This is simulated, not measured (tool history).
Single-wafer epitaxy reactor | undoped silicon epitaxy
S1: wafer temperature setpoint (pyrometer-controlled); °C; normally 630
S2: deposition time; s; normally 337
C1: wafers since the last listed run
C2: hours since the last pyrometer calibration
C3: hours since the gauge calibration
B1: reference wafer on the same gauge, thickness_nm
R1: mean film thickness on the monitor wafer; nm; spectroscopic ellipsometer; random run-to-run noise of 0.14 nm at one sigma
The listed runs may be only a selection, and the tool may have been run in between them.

| run | hour | S1 | S2 | C1 | C2 | C3 | B1 | R1 |
|---|---|---|---|---|---|---|---|---|
| 1 | 0.0 | 630 | 337 | 0 | 2486.4 | 529.0 | 31.075 | 29.152 |
| 2 | 24.1 | 630 | 337 | 136 | 2510.5 | 553.1 | 31.123 | 29.093 |
| 3 | 50.0 | 630 | 337 | 147 | 2536.4 | 579.0 | 31.116 | 29.179 |
| 4 | 82.2 | 630 | 337 | 183 | 2568.6 | 611.2 | 31.109 | 29.036 |
| 5 | 105.1 | 630 | 337 | 130 | 2591.5 | 634.1 | 31.091 | 28.883 |
| 6 | 133.2 | 630 | 337 | 159 | 2619.6 | 662.2 | 31.106 | 28.964 |
| 7 | 162.1 | 638 | 337 | 164 | 2648.5 | 691.1 | 31.110 | 34.279 |
| 8 | 192.2 | 638 | 337 | 171 | 2678.6 | 721.2 | 31.092 | 34.047 |
|  | 204.5 | gauge calibrated |
| 9 | 212.9 | 638 | 337 | 117 | 2699.3 | 8.4 | 31.108 | 34.163 |
| 10 | 241.8 | 641 | 387 | 164 | 2728.2 | 37.3 | 31.104 | 41.377 |
|  | 254.7 | pyrometer calibrated |
| 11 | 269.3 | 641 | 387 | 110 | 14.6 | 64.8 | 31.122 | 39.176 |
| 12 | 292.7 | 641 | 387 | 133 | 38.0 | 88.2 | 31.106 | 38.883 |
| 13 | 304.8 | 634 | 291 | 68 | 50.1 | 100.3 | 31.089 | 25.377 |
| 14 | 336.7 | 619 | 337 | 181 | 82.0 | 132.2 | 31.117 | 21.518 |
|  | 364.3 | pyrometer calibrated, repeated, since the last time left the tool worse |
| 15 | 364.8 | 630 | 337 | 114 | 0.5 | 160.3 | 31.113 | 31.407 |
| 16 | 373.9 | 640 | 401 | 51 | 9.6 | 169.4 | 31.080 | 45.359 |
| 17 | 403.6 | 630 | 337 | 168 | 39.3 | 199.1 | 31.099 | 31.202 |
| 18 | 439.1 | 644 | 337 | 201 | 74.8 | 234.6 | 31.109 | 40.753 |
| 19 | 463.1 | 624 | 319 | 136 | 98.8 | 258.6 | 31.092 | 25.983 |
| 20 | 486.6 | 641 | 306 | 133 | 122.3 | 282.1 | 31.112 | 34.945 |
| 21 | 521.1 | 641 | 286 | 196 | 156.8 | 316.6 | 31.103 | 32.298 |
| 22 | 535.8 | 634 | 395 | 83 | 171.5 | 331.3 | 31.104 | 39.028 |
| 23 | 556.8 | 625 | 366 | 119 | 192.5 | 352.3 | 31.100 | 30.367 |
| 24 | 571.1 | 630 | 337 | 81 | 206.8 | 366.6 | 31.116 | 30.726 |
| 25 | 603.5 | 638 | 337 | 184 | 239.2 | 399.0 | 31.103 | 36.279 |
| 26 | 627.4 | 622 | 319 | 135 | 263.1 | 422.9 | 31.109 | 24.639 |

Below, some changes in R1 between adjacent runs. For each, the amount present without the hidden state too (settings, incoming material, random variation) and the amount remaining for the hidden state with gauge scatter not shared by both compared results:
What the log doesn't record here: wafer temperature above the value expected at the setpoint (K); gauge reads high (%).
Run 10 -> 11: pyrometer calibrated. R1 -2.201 nm: hidden state -2.722, all else +0.521.
Run 14 -> 15: S1 619 -> 630, pyrometer calibrated, repeated, since the last time left the tool worse. R1 +9.889 nm: hidden state +3.467, all else +6.422.
Run 16 -> 17: S1 640 -> 630, S2 401 -> 337. R1 -14.157 nm: hidden state +0.021, all else -14.178.
Run 18 -> 19: S1 644 -> 624, S2 337 -> 319. R1 -14.770 nm: hidden state +0.134, all else -14.904.

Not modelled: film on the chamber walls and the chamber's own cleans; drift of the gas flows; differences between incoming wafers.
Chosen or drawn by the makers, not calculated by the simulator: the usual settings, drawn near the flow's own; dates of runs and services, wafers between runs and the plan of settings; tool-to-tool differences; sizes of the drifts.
